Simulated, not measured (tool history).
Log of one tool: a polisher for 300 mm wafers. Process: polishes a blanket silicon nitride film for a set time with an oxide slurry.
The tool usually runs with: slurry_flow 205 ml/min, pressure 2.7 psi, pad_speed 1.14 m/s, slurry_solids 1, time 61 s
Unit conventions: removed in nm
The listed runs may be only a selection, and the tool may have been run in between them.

run     day  slurry_flow  pressure  pad_speed  slurry_solids  time  incoming thickness of the incoming film, nm  removed
  1       0          205       2.7       1.14            1.2    61                                        548.2     29.8
      0.775  -- head pressure recalibrated
  2   1.842          205       2.7        1.4              1    61                                        536.1     32.8
  3   4.596          205       2.7       1.14              1    61                                        539.8     27.9
  4   5.788          180       2.7       1.14              1    61                                        547.2     27.2
      6.579  -- conditioning disc replaced and pad reconditioned
  5   7.833          205       2.7       1.14              1    71                                        545.4     31.9
      9.033  -- worn pad replaced by a new one, of another model than before
  6  10.304          205       3.4       1.14            1.1    61                                        534.8     32.1
  7  11.442          180         3       1.14              1    42                                        548.1     19.3
  8  14.338          205       2.7       1.14              1    61                                        543.2     26.8
  9  15.988          150       2.7       1.14              1    61                                        543.8     26.4
     16.296  -- slurry blender recalibrated
 10  17.392          205       2.7        1.4              1    61                                        534.3     31.6
 11  19.804          205       2.7       1.14              1    61                                        546.6     27.9
     21.108  -- head pressure recalibrated
 12  22.354          235       2.7       1.14            0.7    61                                        538.5     23.9
     22.667  -- conditioning disc replaced and pad reconditioned
 13  24.558          205       2.7        1.3              1    61                                        543.7     29.4
 14  27.512          225       3.3       0.74              1    61                                        541.3     24.2
     27.733  -- slurry nozzle cleaned
 15  28.962          175         3       1.14            0.8    61                                        533.7     25.5
     30.217  -- worn pad replaced by a new one
 16  30.379          205       2.7       1.14              1    47                                        533.7     20.9
 17  32.892          205       2.7        1.4            0.7    71                                        546.7     29.8
      34.05  -- slurry blender recalibrated
 18  34.092          205         2       1.14           1.25    61                                        540.4     26.5
 19  36.417          165       2.7       0.74              1    55                                        543.6     19.6
 20  38.654          205       2.7       1.14              1    61                                        550.7     27.6
 21  41.233          140       2.7       1.14           1.15    67                                        529.9       31
     41.654  -- conditioning disc replaced and pad reconditioned
     42.571  -- head pressure recalibrated
 22    43.4          170       2.7       1.14              1    61                                        539.1       27
 23  45.512          160       3.1       1.14              1    71                                        539.3     33.7
 24  48.058          205       2.7       1.14              1    61                                        548.8     27.2
       50.2  -- worn pad replaced by a new one
 25  50.967          205       2.7       1.14              1    61                                        547.2     26.8
     52.075  -- slurry blender recalibrated
 26    53.3          205       2.7       1.14              1    61                                        537.3     27.6

Here are 3 independent what-if runs from the current tool condition. What would each one return?
  A  53.317          205       2.7       1.14           1.15    61                                        534.3        ?
  B  53.317          205       2.7       0.84              1    61                                        534.3        ?
  C  53.317          205       2.7       1.14           0.75    61                                        534.3        ?

run  removed
  A     29.3
  B     23.5
  C     24.4
Had the tool no hidden state, the same runs would have come out as:
run  removed
  A     29.7
  B     23.8
  C     24.8
